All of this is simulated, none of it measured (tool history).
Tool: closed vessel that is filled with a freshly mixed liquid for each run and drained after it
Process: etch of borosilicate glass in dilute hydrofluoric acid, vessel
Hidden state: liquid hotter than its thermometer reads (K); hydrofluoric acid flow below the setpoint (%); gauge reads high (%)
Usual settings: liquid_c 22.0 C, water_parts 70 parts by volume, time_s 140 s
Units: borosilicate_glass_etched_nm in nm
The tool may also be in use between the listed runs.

run	hour	liquid_c	water_parts	time_s	wafers since the last listed run	hours since the thermometer was replaced	hours since the hydrofluoric acid flow meter was replaced	hours since the gauge calibration	read-back film thickness of the borosilicate glass reference wafer, read on the same gauge (nm)	borosilicate_glass_etched_nm
1	0.0	22.0	70	140	0	53.7	280.2	124.9	129.99	45.58
2	91.2	22.0	60	140	7141	144.9	371.4	216.1	130.00	53.87
3	172.0	22.0	60	140	6327	225.7	452.2	296.9	130.01	53.79
4	246.6	22.0	70	140	5841	300.3	526.8	371.5	129.99	45.58
5	341.1	20.5	70	180	7400	394.8	621.3	466.0	130.00	54.92
6	403.3	20.5	70	180	4870	457.0	683.5	528.2	129.99	54.77
7	495.0	20.5	70	180	7180	548.7	775.2	619.9	130.01	54.19
8	598.2	22.0	70	85	8081	651.9	878.4	723.1	130.02	27.11
9	645.5	22.0	70	170	3704	699.2	925.7	770.4	130.01	54.93
10	746.0	22.0	70	140	7870	799.7	1026.2	870.9	130.00	44.36
11	802.5	22.0	70	140	4424	856.2	1082.7	927.4	130.04	44.83
# hour 810.5: hydrofluoric acid flow meter replaced
12	845.3	22.0	70	140	3273	899.0	34.8	970.2	130.03	46.16
13	923.2	26.5	50	225	6100	976.9	112.7	1048.1	130.02	128.58
14	1014.6	25.0	70	140	7157	1068.3	204.1	1139.5	130.03	52.15
# hour 1105.8: thermometer replaced
15	1106.2	26.0	70	105	7094	0.4	295.7	1231.1	130.01	40.60
16	1168.3	22.0	50	140	4862	62.5	357.8	1293.2	129.99	66.12
17	1236.8	22.0	70	140	5364	131.0	426.3	1361.7	129.97	45.92
18	1295.5	19.0	70	100	4596	189.7	485.0	1420.4	130.00	28.69
19	1347.0	22.0	70	140	4032	241.2	536.5	1471.9	129.99	45.46
20	1403.5	19.5	55	120	4424	297.7	593.0	1528.4	130.01	45.26
21	1459.3	17.0	70	65	4369	353.5	648.8	1584.2	130.00	17.19
# hour 1470.3: gauge calibrated
22	1557.2	22.0	70	140	7666	451.4	746.7	86.9	129.99	45.04
23	1639.4	20.0	95	110	6437	533.6	828.9	169.1	129.97	23.31
24	1730.6	18.0	80	110	7141	624.8	920.1	260.3	130.01	25.89
25	1826.0	26.5	70	170	7470	720.2	1015.5	355.7	130.00	65.15
# hour 1874.2: hydrofluoric acid flow meter replaced
26	1916.4	26.5	50	215	7000	810.6	42.2	446.1	130.00	121.32
27	1979.7	20.5	70	85	4956	873.9	105.5	509.4	130.00	26.31
28	2041.1	22.0	70	175	4808	935.3	166.9	570.8	129.98	57.44
29	2124.1	20.5	40	90	6499	1018.3	249.9	653.8	130.00	50.38
30	2227.8	22.0	55	85	8120	1122.0	353.6	757.5	130.01	35.71
# hour 2267.6: thermometer replaced
31	2305.7	22.0	70	175	6021	38.1	431.5	835.4	129.99	56.43
32	2403.8	20.5	80	70	7682	136.2	529.6	933.5	130.01	18.56

The same runs without the tool's hidden state, with the same run-to-run variation:
run	borosilicate_glass_etched_nm
1	46.16
2	54.68
3	54.73
4	46.49
5	56.16
6	56.11
7	55.66
8	27.94
9	56.69
10	45.92
11	46.48
12	46.28
13	129.22
14	52.55
15	41.01
16	66.91
17	46.57
18	29.14
19	46.25
20	46.11
21	17.54
22	46.11
23	23.93
24	26.65
25	67.24
26	121.94
27	26.50
28	57.95
29	50.94
30	36.22
31	57.38
32	18.93

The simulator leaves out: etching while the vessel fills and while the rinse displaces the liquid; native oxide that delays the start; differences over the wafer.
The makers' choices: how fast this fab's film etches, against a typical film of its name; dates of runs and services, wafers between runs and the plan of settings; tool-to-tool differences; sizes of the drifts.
